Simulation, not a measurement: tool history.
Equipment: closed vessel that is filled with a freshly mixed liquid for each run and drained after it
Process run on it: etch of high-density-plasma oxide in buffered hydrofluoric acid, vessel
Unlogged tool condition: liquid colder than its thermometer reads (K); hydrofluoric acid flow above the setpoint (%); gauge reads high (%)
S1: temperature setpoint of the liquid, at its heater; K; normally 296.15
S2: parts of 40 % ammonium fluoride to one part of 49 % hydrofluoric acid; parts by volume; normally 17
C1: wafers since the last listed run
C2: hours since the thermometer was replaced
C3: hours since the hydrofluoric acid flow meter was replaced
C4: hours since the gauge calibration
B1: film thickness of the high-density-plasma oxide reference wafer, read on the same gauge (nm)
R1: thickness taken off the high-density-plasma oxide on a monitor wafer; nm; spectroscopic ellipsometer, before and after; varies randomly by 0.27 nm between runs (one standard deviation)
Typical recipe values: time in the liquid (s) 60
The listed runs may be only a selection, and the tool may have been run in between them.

run 1 hour=0 | S1=296.15 S2=15 time_in_the_liquid_(s)=60 | C1=0 C2=1294.8 C3=834.6 C4=1713.6 | B1=69.99 | R1=47.13
run 2 hour=83.1 | S1=296.15 S2=17 time_in_the_liquid_(s)=60 | C1=7886 C2=1377.9 C3=917.7 C4=1796.7 | B1=69.95 | R1=41.93
run 3 hour=303.3 | S1=296.15 S2=17 time_in_the_liquid_(s)=60 | C1=20897 C2=1598.1 C3=1137.9 C4=2016.9 | B1=69.99 | R1=41.82
run 4 hour=395.6 | S1=296.15 S2=21 time_in_the_liquid_(s)=60 | C1=8759 C2=1690.4 C3=1230.2 C4=2109.2 | B1=69.98 | R1=34.02
run 5 hour=489.8 | S1=296.15 S2=21 time_in_the_liquid_(s)=60 | C1=8939 C2=1784.6 C3=1324.4 C4=2203.4 | B1=69.96 | R1=33.75
run 6 hour=570.5 | S1=296.15 S2=12.5 time_in_the_liquid_(s)=45 | C1=7658 C2=1865.3 C3=1405.1 C4=2284.1 | B1=70.03 | R1=42.79
run 7 hour=652.3 | S1=296.15 S2=12.5 time_in_the_liquid_(s)=45 | C1=7762 C2=1947.1 C3=1486.9 C4=2365.9 | B1=69.99 | R1=43
run 8 hour=696.8 | S1=296.15 S2=12.5 time_in_the_liquid_(s)=45 | C1=4223 C2=1991.6 C3=1531.4 C4=2410.4 | B1=69.96 | R1=42.63
run 9 hour=775.6 | S1=296.15 S2=17 time_in_the_liquid_(s)=75 | C1=7478 C2=2070.4 C3=1610.2 C4=2489.2 | B1=70.02 | R1=52.39
run 10 hour=847.8 | S1=296.15 S2=17 time_in_the_liquid_(s)=75 | C1=6851 C2=2142.6 C3=1682.4 C4=2561.4 | B1=69.98 | R1=52.56
run 11 hour=929.2 | S1=296.15 S2=17 time_in_the_liquid_(s)=75 | C1=7724 C2=2224 C3=1763.8 C4=2642.8 | B1=69.93 | R1=52.15
run 12 hour=982.8 | S1=296.15 S2=17 time_in_the_liquid_(s)=60 | C1=5086 C2=2277.6 C3=1817.4 C4=2696.4 | B1=69.99 | R1=42.12
run 13 hour=1019.4 | S1=298.65 S2=17 time_in_the_liquid_(s)=80 | C1=3473 C2=2314.2 C3=1854 C4=2733 | B1=69.96 | R1=63.78
run 14 hour=1064 | S1=299.15 S2=17 time_in_the_liquid_(s)=40 | C1=4232 C2=2358.8 C3=1898.6 C4=2777.6 | B1=69.97 | R1=33.37
run 15 hour=1127 | S1=293.65 S2=22.5 time_in_the_liquid_(s)=60 | C1=5978 C2=2421.8 C3=1961.6 C4=2840.6 | B1=70.06 | R1=27.81

Run 16 comes next. What will it give?
run 16 hour=1213.4 | S1=296.15 S2=17 time_in_the_liquid_(s)=60 | C1=8199 C2=2508.2 C3=2048 C4=2927 | B1=? | R1=?

{"run 16": {"B1": 69.99, "R1": 41.68}}
If the tool had no hidden condition, the same run with the same run-to-run variation would have returned R1 42.07 nm.

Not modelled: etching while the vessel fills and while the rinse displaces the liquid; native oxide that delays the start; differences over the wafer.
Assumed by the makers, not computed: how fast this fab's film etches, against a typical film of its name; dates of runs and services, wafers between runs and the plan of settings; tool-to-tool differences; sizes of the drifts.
